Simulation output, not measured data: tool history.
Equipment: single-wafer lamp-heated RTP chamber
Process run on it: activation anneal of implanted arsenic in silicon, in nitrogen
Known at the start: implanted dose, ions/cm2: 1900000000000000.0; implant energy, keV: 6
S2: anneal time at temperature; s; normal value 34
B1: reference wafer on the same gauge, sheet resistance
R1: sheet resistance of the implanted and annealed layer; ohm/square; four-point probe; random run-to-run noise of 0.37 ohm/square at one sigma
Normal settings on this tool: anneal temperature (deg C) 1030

run 1 hour=0.0 | anneal_temperature_(deg_C)=1030 S2=34 | B1=111.43 | R1=98.15
run 2 hour=17.7 | anneal_temperature_(deg_C)=1030 S2=34 | B1=111.52 | R1=98.87
run 3 hour=36.4 | anneal_temperature_(deg_C)=1030 S2=34 | B1=111.56 | R1=99.23
run 4 hour=67.5 | anneal_temperature_(deg_C)=1030 S2=34 | B1=111.67 | R1=98.64
run 5 hour=92.3 | anneal_temperature_(deg_C)=1030 S2=34 | B1=111.73 | R1=99.21
-- hour=113.5 gauge calibrated
run 6 hour=127.0 | anneal_temperature_(deg_C)=1030 S2=34 | B1=109.66 | R1=96.85
run 7 hour=143.2 | anneal_temperature_(deg_C)=1030 S2=34 | B1=109.69 | R1=96.94
run 8 hour=167.3 | anneal_temperature_(deg_C)=1030 S2=34 | B1=109.80 | R1=97.01
-- hour=190.9 pyrometer window cleaned and pyrometer calibrated
run 9 hour=191.4 | anneal_temperature_(deg_C)=1030 S2=34 | B1=109.90 | R1=97.31
run 10 hour=216.4 | anneal_temperature_(deg_C)=1030 S2=34 | B1=109.95 | R1=96.97
run 11 hour=248.8 | anneal_temperature_(deg_C)=1030 S2=34 | B1=109.90 | R1=97.78
run 12 hour=281.6 | anneal_temperature_(deg_C)=1030 S2=34 | B1=109.98 | R1=96.60
run 13 hour=304.4 | anneal_temperature_(deg_C)=1021 S2=45 | B1=110.12 | R1=96.76
run 14 hour=338.0 | anneal_temperature_(deg_C)=1052 S2=43 | B1=110.11 | R1=79.66
run 15 hour=368.2 | anneal_temperature_(deg_C)=1040 S2=51 | B1=110.27 | R1=82.70
run 16 hour=382.4 | anneal_temperature_(deg_C)=1051 S2=34 | B1=110.22 | R1=85.02
-- hour=391.8 reflector plate cleaned
run 17 hour=405.7 | anneal_temperature_(deg_C)=1040 S2=34 | B1=110.29 | R1=91.01
run 18 hour=430.6 | anneal_temperature_(deg_C)=1058 S2=21 | B1=110.32 | R1=91.15
run 19 hour=464.6 | anneal_temperature_(deg_C)=1030 S2=34 | B1=110.35 | R1=98.16
run 20 hour=484.6 | anneal_temperature_(deg_C)=1030 S2=34 | B1=110.53 | R1=97.61
run 21 hour=499.5 | anneal_temperature_(deg_C)=1039 S2=21 | B1=110.52 | R1=105.11
run 22 hour=529.8 | anneal_temperature_(deg_C)=1047 S2=22 | B1=110.57 | R1=97.53
run 23 hour=552.4 | anneal_temperature_(deg_C)=1060 S2=18 | B1=110.64 | R1=93.83
run 24 hour=577.2 | anneal_temperature_(deg_C)=1030 S2=34 | B1=110.79 | R1=97.88
-- hour=589.1 pyrometer window cleaned and pyrometer calibrated
run 25 hour=602.4 | anneal_temperature_(deg_C)=1041 S2=43 | B1=110.77 | R1=85.44
run 26 hour=624.4 | anneal_temperature_(deg_C)=1030 S2=45 | B1=110.89 | R1=91.00
run 27 hour=640.7 | anneal_temperature_(deg_C)=1030 S2=54 | B1=110.79 | R1=85.79
run 28 hour=654.7 | anneal_temperature_(deg_C)=1010 S2=34 | B1=110.82 | R1=114.89

What will run 29 give?
run 29 hour=683.2 | anneal_temperature_(deg_C)=1006 S2=28 | B1=? | R1=?

{"run 29": {"B1": 110.77, "R1": 126.51}}
If the tool had no hidden condition, the same run with the same run-to-run variation would have returned R1 125.04 ohm/square.
